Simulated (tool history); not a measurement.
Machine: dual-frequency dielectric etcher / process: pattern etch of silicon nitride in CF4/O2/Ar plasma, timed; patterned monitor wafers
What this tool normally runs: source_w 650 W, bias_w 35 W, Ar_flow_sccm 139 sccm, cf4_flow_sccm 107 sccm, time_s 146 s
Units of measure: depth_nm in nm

run,hour,source_w,bias_w,Ar_flow_sccm,cf4_flow_sccm,time_s,"read-back reference wafer on the same gauge, depth_nm",depth_nm
1,0,650,35,139,94,146,259.1,294.9
2,21.6,650,35,139,107,146,258.7,305.8
3,38.5,650,35,139,107,146,259.1,307.1
4,63.8,650,35,139,107,146,259.1,303.1
5,100.1,650,35,139,107,146,259,304.7
6,120.4,650,35,139,107,146,259.4,304.1
# hour 128.7: gauge calibrated
# hour 135.7: source power generator calibrated
7,136.2,650,35,139,107,146,259,307.4
8,152,650,32,139,107,146,258.8,306.6
# hour 179.8: wet clean of the chamber
9,186.9,650,35,139,91,185,258.9,356.8
# hour 205.1: Ar flow controller replaced
# hour 225.5: bias power generator calibrated
10,226,560,28,166,107,146,258.6,235.4
# hour 275.9: upper electrode replaced
11,276.4,570,35,139,107,146,258.9,255
12,276.8,540,39,116,107,189.5,258.8,323.7

What will run 13 give?
# hour 288.9: CF4 flow controller replaced
13,301.5,510,35,139,107,146,?,?

read-back reference wafer on the same gauge, depth_nm: 259.4
depth_nm: 225.5 nm
Minus the tool's unlogged condition, the same run would have read depth_nm 224.3 nm.
